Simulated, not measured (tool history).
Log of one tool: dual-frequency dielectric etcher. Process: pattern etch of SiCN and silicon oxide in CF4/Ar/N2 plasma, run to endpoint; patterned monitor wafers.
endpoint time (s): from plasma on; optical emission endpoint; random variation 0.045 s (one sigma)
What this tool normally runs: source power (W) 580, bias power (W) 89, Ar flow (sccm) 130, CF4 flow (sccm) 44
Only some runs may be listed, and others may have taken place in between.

run,day,source power (W),bias power (W),Ar flow (sccm),CF4 flow (sccm),"incoming incoming film thickness, nm",endpoint time (s)
1,0.000,580,89,130,36,16.80,14.8
2,0.529,580,89,130,36,17.03,14.8
3,1.271,580,81,130,44,17.04,15.1
4,1.938,580,81,130,44,17.00,15.1
5,2.546,580,81,130,44,17.00,15.0
6,3.121,580,89,130,44,16.87,14.3
7,3.688,580,89,130,44,16.98,14.4
8,4.404,580,89,130,44,17.23,14.7
# day 4.621: source power generator calibrated
9,4.662,580,89,130,44,17.13,14.5
# day 5.092: CF4 flow controller replaced
10,5.112,580,89,130,44,16.98,14.4
11,5.483,580,89,130,44,17.03,14.4
# day 6.983: wet clean of the chamber
# day 7.358: bias power generator calibrated
# day 7.942: upper electrode replaced
12,7.962,580,89,154,44,17.05,15.2
13,7.975,640,80,130,44,16.82,14.2
14,7.988,580,89,130,44,17.09,15.0
15,8.000,620,109,109,54,17.14,12.4
# day 8.292: Ar flow controller replaced
16,8.312,580,89,130,44,17.07,14.9
17,8.692,580,100,117,44,16.95,13.8
18,9.338,580,73,148,44,17.07,16.5
19,11.433,690,109,130,44,17.10,11.8

For each run, what was the tool's unlogged condition?
source power that arrives over what is set, %: 0 in every run
bias power that arrives over what is set, %: 0 in every run
Ar flow that arrives over what is set, %: 0 in every run
CF4 flow that arrives over what is set, %: 0 in every run
H1: etch rate over this chamber's usual, %
run,H1
1,3.2
2,3.3
3,3.45
4,3.59
5,3.71
6,3.82
7,3.94
8,4.08
9,4.13
10,4.22
11,4.3
12,0.577
13,0.579
14,0.582
15,0.584
16,0.647
17,0.723
18,0.853
19,1.28
